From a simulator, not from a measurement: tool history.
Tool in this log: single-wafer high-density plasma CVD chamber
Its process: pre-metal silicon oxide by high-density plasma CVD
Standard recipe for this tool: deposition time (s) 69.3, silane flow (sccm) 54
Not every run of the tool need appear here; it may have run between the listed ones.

| run | hour | deposition time (s) | silane flow (sccm) | read-back reference wafer on the same gauge, thickness_nm | mean film thickness on the monitor wafer (Å) |
|---|---|---|---|---|---|
| 1 | 0 | 73.9 | 56 | 386.023 | 4035.93 |
| 2 | 90.9 | 69.3 | 54 | 386.124 | 3647.57 |
| 3 | 190.4 | 69.3 | 54 | 385.954 | 3637.24 |
| 4 | 247.8 | 69.3 | 54 | 386.132 | 3654.24 |
| 5 | 347.9 | 69.3 | 56 | 385.987 | 3770.22 |
| 6 | 433.9 | 69.3 | 56 | 385.98 | 3768.48 |
| 7 | 515.8 | 69.3 | 54 | 385.887 | 3656.26 |
| 8 | 573.5 | 69.3 | 54 | 385.763 | 3654.09 |
| 9 | 640.3 | 69.3 | 54 | 385.992 | 3638.77 |
| 10 | 714 | 69.3 | 54 | 386.038 | 3643.88 |
| 11 | 807 | 69.3 | 54 | 385.972 | 3636.34 |
| 12 | 890.6 | 69.3 | 54 | 386.04 | 3650.86 |
| 13 | 979.9 | 69.3 | 54 | 385.996 | 3645.85 |
|  | 1054.2 | silane flow controller replaced |
|  | 1135.4 | gauge calibrated |
| 14 | 1195.9 | 69.3 | 54 | 386.081 | 3641.12 |
| 15 | 1272.4 | 79.5 | 54 | 386.114 | 4155.88 |
| 16 | 1362.5 | 75.9 | 47 | 386.001 | 3481.07 |
| 17 | 1400 | 76 | 46 | 385.902 | 3382.73 |
| 18 | 1499.8 | 76 | 46 | 386.129 | 3385.17 |
| 19 | 1556.2 | 76 | 46 | 385.982 | 3406.69 |
| 20 | 1606.8 | 63.3 | 60 | 385.803 | 3685.33 |
| 21 | 1656.9 | 69.3 | 46 | 386.192 | 3101.66 |
| 22 | 1698.9 | 69.3 | 46 | 385.94 | 3101.53 |
| 23 | 1752.2 | 69.3 | 54 | 386.04 | 3636.95 |
| 24 | 1858.8 | 63.4 | 46 | 386.079 | 2839.5 |
| 25 | 1930.3 | 61.7 | 58 | 386.143 | 3466.96 |
| 26 | 2011 | 58.2 | 57 | 385.811 | 3233.27 |
| 27 | 2054 | 69.3 | 54 | 386.016 | 3636.56 |
| 28 | 2111.2 | 58.8 | 60 | 385.861 | 3424.13 |
| 29 | 2175.5 | 69.3 | 54 | 385.688 | 3656.91 |
| 30 | 2211.7 | 74.6 | 54 | 385.83 | 3919.31 |
| 31 | 2286.9 | 55.6 | 57 | 385.809 | 3093.2 |
| 32 | 2360.8 | 57.1 | 61 | 386.16 | 3400.52 |
| 33 | 2412.5 | 64.4 | 54 | 385.994 | 3383.27 |
| 34 | 2500.2 | 63 | 54 | 385.83 | 3302.69 |
| 35 | 2598.8 | 61.8 | 60 | 386.206 | 3621.43 |
| 36 | 2641.8 | 81.8 | 62 | 386.05 | 4949.35 |
| 37 | 2682 | 75.4 | 59 | 386.151 | 4354.74 |
| 38 | 2728.3 | 69.3 | 64 | 385.91 | 4319.62 |
| 39 | 2799.1 | 69.3 | 54 | 385.835 | 3647.98 |
| 40 | 2835.8 | 63.9 | 47 | 385.829 | 2922.94 |
| 41 | 2924.5 | 82.8 | 61 | 386.021 | 4905.19 |
| 42 | 2991.9 | 69.3 | 54 | 385.9 | 3647.27 |
| 43 | 3154 | 69.3 | 50 | 386.202 | 3380.77 |
| 44 | 3219.9 | 63.7 | 44 | 386.03 | 2723.27 |
| 45 | 3284.5 | 69.3 | 54 | 386.058 | 3632.49 |
| 46 | 3340.5 | 73.4 | 64 | 386.172 | 4573.67 |
| 47 | 3391.4 | 59.1 | 51 | 385.961 | 2940.44 |
| 48 | 3431.2 | 69.3 | 54 | 386.047 | 3643.65 |

Exercise: give the hidden state of the tool at every run:
delivered silane flow above the setpoint (%): 0 at every run
gauge reads high (%): 0 at every run

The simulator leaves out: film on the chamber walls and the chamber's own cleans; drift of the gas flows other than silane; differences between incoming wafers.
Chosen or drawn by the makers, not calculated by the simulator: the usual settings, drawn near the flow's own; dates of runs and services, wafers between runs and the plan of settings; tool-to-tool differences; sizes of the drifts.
